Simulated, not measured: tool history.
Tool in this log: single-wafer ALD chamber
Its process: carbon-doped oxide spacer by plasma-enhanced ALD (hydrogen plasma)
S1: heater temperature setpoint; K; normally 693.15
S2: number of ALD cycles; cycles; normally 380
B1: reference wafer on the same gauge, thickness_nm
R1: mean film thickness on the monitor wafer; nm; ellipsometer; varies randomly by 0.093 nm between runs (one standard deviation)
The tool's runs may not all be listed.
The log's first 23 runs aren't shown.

run 24 hour=1806.6 | S1=699.15 S2=330 | B1=21.496 | R1=15.748
run 25 hour=1910.2 | S1=693.15 S2=355 | B1=21.526 | R1=17.191
-- hour=1931.8 gauge calibrated
run 26 hour=1966.9 | S1=693.15 S2=380 | B1=21.557 | R1=18.518
run 27 hour=2014.1 | S1=689.15 S2=428 | B1=21.487 | R1=20.915
run 28 hour=2110.2 | S1=693.15 S2=415 | B1=21.524 | R1=20.233
run 29 hour=2166.5 | S1=681.15 S2=419 | B1=21.495 | R1=21.057
run 30 hour=2220.4 | S1=697.15 S2=380 | B1=21.489 | R1=18.255
run 31 hour=2303.5 | S1=686.15 S2=413 | B1=21.504 | R1=20.57
run 32 hour=2377.5 | S1=689.15 S2=358 | B1=21.524 | R1=17.685
run 33 hour=2416.4 | S1=701.15 S2=331 | B1=21.538 | R1=15.64
run 34 hour=2495.7 | S1=704.15 S2=320 | B1=21.517 | R1=15.034

Expected results for the next run?
run 35 hour=2559.2 | S1=693.15 S2=380 | B1=? | R1=?

For run 35 the tool returned B1 21.526, R1 18.32 nm.
If the tool had no hidden condition, the same run with the same run-to-run variation would have returned R1 18.32 nm.
